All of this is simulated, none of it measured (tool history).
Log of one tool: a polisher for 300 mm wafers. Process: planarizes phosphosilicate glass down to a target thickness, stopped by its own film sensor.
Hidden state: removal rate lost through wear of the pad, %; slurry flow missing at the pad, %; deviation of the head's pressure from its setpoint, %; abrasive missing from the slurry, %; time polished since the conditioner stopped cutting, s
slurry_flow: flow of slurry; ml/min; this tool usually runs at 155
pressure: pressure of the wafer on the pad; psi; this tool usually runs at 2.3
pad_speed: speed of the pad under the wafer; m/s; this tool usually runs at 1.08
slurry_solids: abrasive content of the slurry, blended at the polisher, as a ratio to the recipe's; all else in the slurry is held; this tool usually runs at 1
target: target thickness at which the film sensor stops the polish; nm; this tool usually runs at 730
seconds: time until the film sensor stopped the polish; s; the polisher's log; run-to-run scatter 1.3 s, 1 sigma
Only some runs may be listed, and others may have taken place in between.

| run | hour | slurry_flow | pressure | pad_speed | slurry_solids | target | wafers since the last listed run | wafers polished on this pad | hours since the slurry nozzle was cleaned | hours since the head pressure was calibrated | hours since the slurry blender was calibrated | hours since the conditioning disc was replaced | incoming thickness of the incoming film, nm | seconds |
|---|---|---|---|---|---|---|---|---|---|---|---|---|---|---|
| 1 | 0 | 155 | 2.3 | 1.08 | 1 | 730 | 0 | 208 | 49.7 | 98.8 | 55.4 | 121.4 | 1547.4 | 102.4 |
| 2 | 62.3 | 155 | 2.3 | 1.08 | 1 | 901 | 357 | 565 | 112 | 161.1 | 117.7 | 183.7 | 1571.6 | 82.9 |
| 3 | 108.7 | 170 | 2.3 | 1.08 | 0.85 | 730 | 265 | 831 | 158.4 | 207.5 | 164.1 | 230.1 | 1572.8 | 114.9 |
| 4 | 177.5 | 155 | 2.3 | 1.08 | 1.2 | 845 | 394 | 1225 | 227.2 | 276.3 | 232.9 | 298.9 | 1573.1 | 84.4 |
| 5 | 242.9 | 155 | 2.3 | 1.08 | 1.2 | 845 | 374 | 1600 | 292.6 | 341.7 | 298.3 | 364.3 | 1556.8 | 83 |
|  | 267.4 | conditioning disc replaced and pad reconditioned |
| 6 | 300.3 | 170 | 2.3 | 1.08 | 1 | 953 | 317 | 1918 | 350 | 399.1 | 355.7 | 32.9 | 1531.9 | 73.8 |
|  | 305.2 | slurry blender recalibrated |
|  | 357.4 | worn pad replaced by a new one |
| 7 | 375.1 | 170 | 2.3 | 1.08 | 1 | 953 | 394 | 101 | 424.8 | 473.9 | 69.9 | 107.7 | 1521.9 | 71 |
| 8 | 454.7 | 155 | 2.3 | 1.08 | 1 | 730 | 456 | 557 | 504.4 | 553.5 | 149.5 | 187.3 | 1540.2 | 105.2 |
|  | 508.7 | head pressure recalibrated |
| 9 | 518.2 | 155 | 2.3 | 1.34 | 1 | 730 | 352 | 910 | 567.9 | 9.5 | 213 | 250.8 | 1519.6 | 92.2 |
|  | 602 | conditioning disc replaced and pad reconditioned |
| 10 | 610.2 | 155 | 2.3 | 1.08 | 1 | 730 | 515 | 1426 | 659.9 | 101.5 | 305 | 8.2 | 1543.5 | 109.6 |
|  | 677.5 | slurry nozzle cleaned |
| 11 | 694.9 | 155 | 2.3 | 1.08 | 1 | 730 | 479 | 1905 | 17.4 | 186.2 | 389.7 | 92.9 | 1550.4 | 103.3 |
|  | 714.2 | slurry blender recalibrated |
|  | 730 | worn pad replaced by a new one |
| 12 | 767.6 | 155 | 2.3 | 1.08 | 1 | 730 | 382 | 215 | 90.1 | 258.9 | 53.4 | 165.6 | 1534.7 | 100.5 |
| 13 | 842.4 | 155 | 2.6 | 1.08 | 0.85 | 983 | 428 | 644 | 164.9 | 333.7 | 128.2 | 240.4 | 1579.3 | 76.1 |
| 14 | 934.9 | 155 | 2 | 1.08 | 0.85 | 556 | 530 | 1174 | 257.4 | 426.2 | 220.7 | 332.9 | 1539.7 | 149.9 |
|  | 946 | conditioning disc replaced and pad reconditioned |
| 15 | 1028.7 | 155 | 2.3 | 1.08 | 1.2 | 623 | 526 | 1700 | 351.2 | 520 | 314.5 | 82.7 | 1563.4 | 108.3 |
|  | 1099.4 | worn pad replaced by a new one |
|  | 1104.6 | slurry blender recalibrated |
|  | 1110.9 | head pressure recalibrated |
| 16 | 1131.2 | 155 | 2.1 | 1.08 | 1 | 1011 | 541 | 159 | 453.7 | 20.3 | 26.6 | 185.2 | 1531.1 | 72 |
| 17 | 1180.2 | 155 | 2.3 | 1.08 | 1 | 730 | 280 | 440 | 502.7 | 69.3 | 75.6 | 234.2 | 1574 | 110.7 |
| 18 | 1239.9 | 155 | 2.3 | 1.08 | 1 | 730 | 342 | 782 | 562.4 | 129 | 135.3 | 293.9 | 1547.3 | 106.5 |
| 19 | 1285.8 | 170 | 2.3 | 1.08 | 1.15 | 824 | 263 | 1045 | 608.3 | 174.9 | 181.2 | 339.8 | 1531.5 | 85.2 |
|  | 1352.4 | conditioning disc replaced and pad reconditioned |
| 20 | 1365.1 | 110 | 2.3 | 1.08 | 1 | 730 | 443 | 1488 | 687.6 | 254.2 | 260.5 | 12.7 | 1571.5 | 128.1 |
|  | 1458.4 | worn pad replaced by a new one |
| 21 | 1466.7 | 125 | 2.6 | 1.08 | 1 | 730 | 559 | 47 | 789.2 | 355.8 | 362.1 | 114.3 | 1520.9 | 110.7 |
|  | 1496.2 | slurry blender recalibrated |
|  | 1496.7 | slurry nozzle cleaned |
| 22 | 1514.6 | 110 | 2.3 | 1.08 | 1 | 730 | 259 | 307 | 17.9 | 403.7 | 18.4 | 162.2 | 1540 | 111.4 |
| 23 | 1619.2 | 155 | 2.3 | 1.08 | 1 | 730 | 599 | 907 | 122.5 | 508.3 | 123 | 266.8 | 1561.3 | 103.6 |
|  | 1677.6 | head pressure recalibrated |
| 24 | 1704 | 105 | 2.3 | 1.08 | 0.8 | 730 | 474 | 1381 | 207.3 | 26.4 | 207.8 | 351.6 | 1556.1 | 135 |
|  | 1782.8 | conditioning disc replaced and pad reconditioned |
| 25 | 1801.5 | 155 | 2.8 | 0.76 | 1.3 | 730 | 547 | 1929 | 304.8 | 123.9 | 305.3 | 18.7 | 1554.1 | 93.9 |

Per-run results on a tool with no hidden state, each run keeping its own random variation:
| run | seconds |
|---|---|
| 1 | 101.7 |
| 2 | 82.3 |
| 3 | 113.9 |
| 4 | 83.4 |
| 5 | 81.6 |
| 6 | 72.4 |
| 7 | 69.1 |
| 8 | 100.9 |
| 9 | 87.4 |
| 10 | 101.5 |
| 11 | 103.1 |
| 12 | 100.2 |
| 13 | 75.7 |
| 14 | 148.4 |
| 15 | 106.4 |
| 16 | 69.9 |
| 17 | 106.8 |
| 18 | 101.7 |
| 19 | 80.9 |
| 20 | 114.9 |
| 21 | 95.7 |
| 22 | 109.7 |
| 23 | 102.3 |
| 24 | 131.7 |
| 25 | 91.7 |
